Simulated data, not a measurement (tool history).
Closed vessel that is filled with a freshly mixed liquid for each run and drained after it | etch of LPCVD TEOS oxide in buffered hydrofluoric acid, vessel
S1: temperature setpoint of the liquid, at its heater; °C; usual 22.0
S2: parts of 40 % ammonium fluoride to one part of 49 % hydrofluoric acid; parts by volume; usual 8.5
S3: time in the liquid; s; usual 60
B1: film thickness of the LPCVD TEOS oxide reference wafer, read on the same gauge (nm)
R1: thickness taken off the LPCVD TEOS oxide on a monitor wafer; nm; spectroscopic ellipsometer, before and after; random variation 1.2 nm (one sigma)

| run | hour | S1 | S2 | S3 | B1 | R1 |
|---|---|---|---|---|---|---|
| 1 | 0.0 | 19.5 | 8.5 | 60 | 69.99 | 288.58 |
| 2 | 17.5 | 23.5 | 8.5 | 60 | 69.99 | 359.90 |
| 3 | 34.6 | 23.5 | 8.5 | 60 | 70.01 | 361.68 |
| 4 | 49.5 | 23.5 | 8.5 | 60 | 70.01 | 360.85 |
| 5 | 56.2 | 21.0 | 8.5 | 60 | 69.99 | 313.96 |
| 6 | 66.4 | 21.0 | 8.5 | 60 | 70.01 | 314.73 |
|  | 72.2 | hydrofluoric acid flow meter replaced |
| 7 | 83.6 | 22.0 | 8.5 | 35 | 70.04 | 218.96 |
| 8 | 97.2 | 22.0 | 8.5 | 60 | 70.03 | 375.14 |
| 9 | 106.9 | 22.0 | 8.5 | 60 | 70.02 | 374.07 |
| 10 | 113.1 | 24.0 | 8.5 | 35 | 69.97 | 243.70 |
| 11 | 130.4 | 25.0 | 8.5 | 60 | 70.01 | 438.95 |
| 12 | 137.0 | 22.0 | 8.5 | 60 | 69.99 | 374.94 |
| 13 | 150.5 | 26.5 | 5.5 | 70 | 69.99 | 851.47 |
| 14 | 163.5 | 20.0 | 5.0 | 45 | 70.04 | 413.66 |
|  | 171.8 | gauge calibrated |
| 15 | 175.2 | 22.0 | 8.5 | 60 | 70.06 | 373.08 |
|  | 177.4 | thermometer replaced |
| 16 | 186.3 | 27.0 | 8.5 | 90 | 70.01 | 622.45 |
| 17 | 219.5 | 22.0 | 8.5 | 60 | 70.01 | 318.16 |
| 18 | 236.1 | 22.0 | 11.5 | 60 | 69.98 | 243.85 |

Forecast each of these 5 alternatives for the next run:
| A | 236.8 | 27.0 | 8.5 | 60 | ? | ? |
| B | 236.8 | 20.5 | 8.5 | 75 | ? | ? |
| C | 236.8 | 22.0 | 7.0 | 35 | ? | ? |
| D | 236.8 | 23.5 | 7.0 | 45 | ? | ? |
| E | 236.8 | 22.0 | 5.5 | 60 | ? | ? |

| run | B1 | R1 |
|---|---|---|
| A | 70.00 | 416.97 |
| B | 70.00 | 365.70 |
| C | 70.00 | 228.83 |
| D | 70.00 | 319.43 |
| E | 70.00 | 485.41 |
Without the tool's hidden state the same runs would have given:
| run | R1 |
|---|---|
| A | 423.61 |
| B | 371.36 |
| C | 232.36 |
| D | 324.39 |
| E | 490.12 |
